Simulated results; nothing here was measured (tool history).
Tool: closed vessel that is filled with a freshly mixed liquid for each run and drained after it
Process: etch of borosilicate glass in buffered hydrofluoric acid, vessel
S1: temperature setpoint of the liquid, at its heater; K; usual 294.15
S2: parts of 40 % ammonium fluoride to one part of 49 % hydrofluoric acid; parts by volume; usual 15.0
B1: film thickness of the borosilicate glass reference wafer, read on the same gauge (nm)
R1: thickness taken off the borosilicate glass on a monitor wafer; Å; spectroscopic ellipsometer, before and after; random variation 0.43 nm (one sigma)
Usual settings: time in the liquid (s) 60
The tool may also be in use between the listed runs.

Run 1, hour 0.0: usual settings but time in the liquid (s) 85; B1 50.02. Result: R1 607.8 Å.
Run 2, hour 8.1: usual settings but S2 19.5 parts by volume; B1 50.01. Result: R1 340.9 Å.
Run 3, hour 23.8: usual settings but S2 19.5 parts by volume; B1 50.01. Result: R1 333.1 Å.
Run 4, hour 39.8: usual settings; B1 50.02. Result: R1 432.2 Å.
At hour 45.8: gauge calibrated.
Run 5, hour 51.9: usual settings; B1 50.01. Result: R1 429.9 Å.
Run 6, hour 63.2: usual settings; B1 50.01. Result: R1 431.2 Å.
Run 7, hour 74.3: usual settings; B1 50.01. Result: R1 424.8 Å.
Run 8, hour 88.6: usual settings but S2 13.5 parts by volume; B1 50.00. Result: R1 479.1 Å.
Run 9, hour 94.9: usual settings but S2 13.5 parts by volume; B1 49.97. Result: R1 471.5 Å.
Run 10, hour 110.9: usual settings but S2 13.5 parts by volume; B1 49.98. Result: R1 470.8 Å.
At hour 136.0: hydrofluoric acid flow meter replaced.
At hour 154.7: thermometer replaced.
Run 11, hour 155.6: usual settings but S2 11.5 parts by volume; B1 49.98. Result: R1 566.9 Å.
Run 12, hour 161.8: usual settings but S1 292.15 K, S2 17.5 parts by volume, time in the liquid (s) 90; B1 50.01. Result: R1 498.6 Å.
Run 13, hour 172.2: usual settings but S1 295.65 K, S2 11.5 parts by volume; B1 50.02. Result: R1 600.4 Å.
Run 14, hour 182.2: usual settings but S1 292.15 K, S2 12.0 parts by volume; B1 50.00. Result: R1 482.7 Å.
Run 15, hour 196.4: usual settings but S1 297.65 K, S2 12.0 parts by volume, time in the liquid (s) 45; B1 49.98. Result: R1 488.3 Å.
At hour 204.6: gauge calibrated.
Run 16, hour 213.4: usual settings but S1 298.15 K, S2 11.5 parts by volume, time in the liquid (s) 90; B1 50.02. Result: R1 1025.2 Å.
Run 17, hour 222.3: usual settings; B1 50.00. Result: R1 435.5 Å.
Run 18, hour 237.2: usual settings but S1 298.15 K, time in the liquid (s) 30; B1 49.98. Result: R1 268.1 Å.
Run 19, hour 245.0: usual settings; B1 50.04. Result: R1 427.7 Å.
Run 20, hour 252.2: usual settings; B1 50.03. Result: R1 430.5 Å.
Run 21, hour 269.2: usual settings but S2 20.0 parts by volume; B1 49.98. Result: R1 324.8 Å.

The tool's hidden state at each run:
liquid colder than its thermometer reads (K): 0 in every run
hydrofluoric acid flow above the setpoint (%): 0 in every run
gauge reads high (%): 0 in every run
